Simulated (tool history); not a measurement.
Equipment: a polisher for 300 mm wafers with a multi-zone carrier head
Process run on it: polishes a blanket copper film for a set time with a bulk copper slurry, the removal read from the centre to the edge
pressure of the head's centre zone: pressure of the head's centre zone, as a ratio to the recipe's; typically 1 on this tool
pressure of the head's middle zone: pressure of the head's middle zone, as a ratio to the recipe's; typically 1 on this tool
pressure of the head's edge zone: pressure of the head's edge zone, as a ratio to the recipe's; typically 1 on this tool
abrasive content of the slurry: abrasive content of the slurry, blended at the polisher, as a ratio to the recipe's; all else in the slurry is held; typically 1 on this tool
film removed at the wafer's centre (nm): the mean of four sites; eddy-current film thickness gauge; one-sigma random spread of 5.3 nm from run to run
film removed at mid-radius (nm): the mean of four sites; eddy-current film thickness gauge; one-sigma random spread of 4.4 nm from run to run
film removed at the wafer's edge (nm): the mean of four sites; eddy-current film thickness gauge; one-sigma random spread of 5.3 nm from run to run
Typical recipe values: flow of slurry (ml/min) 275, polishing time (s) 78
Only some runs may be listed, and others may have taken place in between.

run   hour  flow of slurry (ml/min)  pressure of the head's centre zone  pressure of the head's middle zone  pressure of the head's edge zone  abrasive content of the slurry  polishing time (s)  incoming thickness of the incoming film, nm  film removed at the wafer's centre (nm)  film removed at mid-radius (nm)  film removed at the wafer's edge (nm)
  1      0                      275                                   1                                   1                                 1                               1                  78                                       3631.2                                    546.1                            524.4                                  538.7
      16.3  -- worn pad replaced by a new one
  2   32.2                      275                                   1                                   1                                 1                               1                  78                                       3610.5                                    573.1                            540.6                                  553.4
      44.3  -- centre zone pressure recalibrated
  3   59.9                      275                                1.08                                   1                                 1                               1                  78                                         3627                                    608.7                            551.1                                  569.4
  4   84.8                      275                                1.08                                   1                                 1                               1                  78                                       3589.7                                    608.5                            535.1                                  548.3
  5  115.6                      275                                1.08                                   1                                 1                               1                  78                                       3620.6                                    603.1                            542.3                                    545
  6  147.8                      275                                   1                                   1                                 1                               1                  78                                       3534.6                                    548.3                            525.7                                  535.4
  7  179.2                      275                                   1                                   1                                 1                               1                  78                                       3549.7                                    546.6                            530.9                                  544.2
     193.1  -- worn pad replaced by a new one
  8  206.7                      275                                1.07                                   1                              1.05                               1                  53                                       3577.2                                    415.8                            376.5                                  383.6
     229.7  -- carrier head's membrane replaced by a new one
  9  240.1                      275                                   1                                   1                                 1                               1                  78                                       3642.8                                    563.9                            545.3                                    556
 10  271.6                      275                                   1                                   1                                 1                               1                  78                                       3555.3                                    560.4                            538.6                                  550.3
     277.9  -- slurry nozzle cleaned
     280.8  -- edge zone pressure recalibrated
 11  286.8                      275                                   1                                   1                                 1                               1                  78                                       3574.1                                    555.8                            538.1                                  542.7
 12  317.6                      360                                   1                                   1                                 1                               1                  99                                       3636.1                                    716.9                            702.3                                  697.3
 13  338.5                      275                                   1                                   1                                 1                               1                  78                                       3605.3                                    545.9                            531.5                                  539.6
 14  358.9                      275                                   1                                1.11                                 1                               1                  99                                       3581.9                                    697.1                            742.5                                  684.3
 15  385.3                      275                                   1                                 1.1                              1.11                            1.25                  96                                       3520.4                                    691.1                            716.8                                  718.9
 16  411.8                      315                                   1                                0.96                                 1                               1                  94                                         3639                                    661.1                            611.6                                  646.1
     417.5  -- worn pad replaced by a new one
 17    427                      275                                   1                                   1                              0.89                               1                  78                                         3586                                    573.1                            554.4                                  535.4
 18  461.9                      275                                   1                                0.93                              1.06                               1                  61                                       3591.8                                    436.8                            404.4                                  456.5
 19  480.8                      275                                   1                                   1                                 1                               1                  78                                       3514.2                                    557.4                            543.6                                  547.8
 20  495.8                      345                                   1                                   1                                 1                             1.1                  78                                       3661.6                                    583.2                            557.8                                  571.7
 21  520.5                      250                                1.11                                   1                                 1                            0.85                  78                                       3619.5                                    605.7                            519.5                                  530.3

Results for each run, recomputed without the tool's hidden state and with each run's random variation untouched:
The tool's hidden condition here consists of: removal rate lost through wear of the pad, %; slurry flow missing at the pad, %; deviation of the centre zone's pressure from its setpoint, %; deviation of the edge zone's pressure from its setpoint, %.
run  film removed at the wafer's centre (nm)  film removed at mid-radius (nm)  film removed at the wafer's edge (nm)
  1                                    574.5                            551.6                                  566.6
  2                                    578.5                            545.6                                  558.6
  3                                    618.8                            560.2                                  578.9
  4                                    622.6                            547.5                                    561
  5                                      622                            559.3                                  562.1
  6                                    570.3                            546.8                                  556.9
  7                                    573.2                            556.7                                  570.7
  8                                    419.6                            379.9                                    387
  9                                    573.8                              555                                  565.9
 10                                      575                            552.6                                  564.7
 11                                    572.5                            554.3                                    559
 12                                    744.4                            729.3                                  724.1
 13                                      570                              555                                  563.4
 14                                    731.9                            779.5                                  718.3
 15                                    730.7                            757.8                                  760.1
 16                                    703.9                            651.2                                    688
 17                                      575                            556.2                                  537.1
 18                                    442.2                            409.4                                  462.1
 19                                      567                            552.9                                  557.2
 20                                    595.5                            569.6                                  583.8
 21                                    622.5                            533.9                                  544.9
